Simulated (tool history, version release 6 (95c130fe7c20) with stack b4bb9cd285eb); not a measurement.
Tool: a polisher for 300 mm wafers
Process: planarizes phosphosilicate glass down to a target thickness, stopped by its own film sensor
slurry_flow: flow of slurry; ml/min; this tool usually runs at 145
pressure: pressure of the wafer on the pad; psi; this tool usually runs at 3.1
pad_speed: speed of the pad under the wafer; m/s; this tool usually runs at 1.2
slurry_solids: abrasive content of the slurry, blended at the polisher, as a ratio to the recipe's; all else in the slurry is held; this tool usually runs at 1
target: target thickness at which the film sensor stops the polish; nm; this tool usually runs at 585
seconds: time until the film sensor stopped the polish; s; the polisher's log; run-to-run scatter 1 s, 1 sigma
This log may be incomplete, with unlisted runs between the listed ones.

run	hour	slurry_flow	pressure	pad_speed	slurry_solids	target	incoming thickness of the incoming film, nm	seconds
1	0	125	3.1	1.2	1	479	1203.4	103.2
# hour 22: slurry nozzle cleaned
# hour 64.7: worn pad replaced by a new one
2	65.2	125	3.1	1.2	1	479	1210	106
# hour 88: conditioning disc replaced and pad reconditioned
3	117.1	125	3.1	1.2	1	479	1193.6	94.4
4	203.1	145	3.1	1.2	1	585	1215.7	86.1
# hour 269.5: slurry nozzle cleaned
# hour 281.6: worn pad replaced by a new one
5	308.9	145	3.1	1.2	1	585	1192.2	86.5
# hour 384.1: conditioning disc replaced and pad reconditioned
6	403.7	145	3.1	1.2	1	585	1189.4	77
# hour 419.8: head pressure recalibrated
# hour 491.5: slurry blender recalibrated
7	507.2	145	3.1	1.2	1	585	1188.2	79.5
# hour 529.1: slurry nozzle cleaned
# hour 536.9: worn pad replaced by a new one
8	600.4	145	3.1	1.2	1	585	1191.2	84.9
9	706.6	170	3.1	1.38	1.3	738	1213.8	53
# hour 723.5: conditioning disc replaced and pad reconditioned
10	750	145	3.1	0.84	0.9	673	1187.9	91
# hour 759.8: slurry nozzle cleaned
# hour 781.4: worn pad replaced by a new one
11	834.8	195	3.1	0.98	1	585	1211	93.3
12	927.4	145	3.4	0.98	1.15	782	1190.6	57.2
# hour 963: slurry blender recalibrated
13	977.8	145	3.1	1.2	1	585	1194.8	83.2
# hour 1015.2: conditioning disc replaced and pad reconditioned
14	1017.8	145	3.1	1.2	1	585	1209.4	79.5
# hour 1023.3: slurry nozzle cleaned
# hour 1049.7: worn pad replaced by a new one
15	1091.5	145	3.1	1.2	0.75	585	1198.6	95
16	1158.2	145	3.1	1.2	1	677	1199.8	73.1
17	1207.2	105	3.7	1.5	1	585	1190.6	66.1

5 ways to go on from here, each from the tool as it stands after run 17. What would each give?
A	1207.6	145	3.1	1.2	1	485	1202.7	?
B	1207.6	145	3.1	1.52	1	585	1202.7	?
C	1207.6	145	2	1.2	1.2	585	1202.7	?
D	1207.6	105	3.1	1.5	1.1	585	1202.7	?
E	1207.6	175	2.1	1.2	0.7	585	1202.7	?

run	seconds
A	100.4
B	73.4
C	119.4
D	76.3
E	142.3
Had the tool no hidden state, the same runs would have come out as:
run	seconds
A	88.7
B	63.2
C	109.4
D	65.8
E	130

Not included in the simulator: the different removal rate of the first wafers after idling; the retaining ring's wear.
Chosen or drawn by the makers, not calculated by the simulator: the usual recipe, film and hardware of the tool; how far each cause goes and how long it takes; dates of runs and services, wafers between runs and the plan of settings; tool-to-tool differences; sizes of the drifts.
